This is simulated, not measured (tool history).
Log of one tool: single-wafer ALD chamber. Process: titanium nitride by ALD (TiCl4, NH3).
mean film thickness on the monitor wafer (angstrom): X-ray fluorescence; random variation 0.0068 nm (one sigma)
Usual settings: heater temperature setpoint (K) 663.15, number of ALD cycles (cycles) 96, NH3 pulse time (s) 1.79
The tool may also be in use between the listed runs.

run,hour,heater temperature setpoint (K),number of ALD cycles (cycles),NH3 pulse time (s),"read-back reference wafer on the same gauge, thickness_nm",mean film thickness on the monitor wafer (angstrom)
1,0,663.15,96,1.79,2.004,21.18
2,7,663.15,96,1.79,2.002,21.11
3,17.1,663.15,96,1.79,2.002,21.08
4,31.6,663.15,96,1.79,2,21.16
5,45.2,663.15,96,1.79,2,21.27
6,82.1,663.15,96,1.79,2.003,21.09
7,99.8,663.15,96,1.79,1.997,21.21
8,113.4,663.15,96,1.79,1.998,21.21
9,123.8,663.15,96,1.79,2.002,21.2
10,139.6,663.15,96,1.79,2,21.05
11,153.7,663.15,80,2.3,1.999,17.85
12,166.6,663.15,96,1.79,1.997,21.21
13,179.9,659.15,85,1.98,1.999,18.74
14,185.9,663.15,88,2.49,2.003,19.84
15,192.5,652.15,81,1.79,2,17.64
16,208.2,649.15,106,1.47,1.998,22.5

Not shown: 3 entries that the log had between the listed runs. Between which runs, and how does the tool's hidden state differ before and after?
Between runs 6 and 7: thermocouple changed; heater temperature recalibrated (hour 95.5)
  no hidden state differs between the two runs
Between runs 9 and 10: gauge calibrated (hour 124.7)
  no hidden state differs between the two runs
Between runs 11 and 12: showerhead replaced (hour 166.1)
  no hidden state differs between the two runs
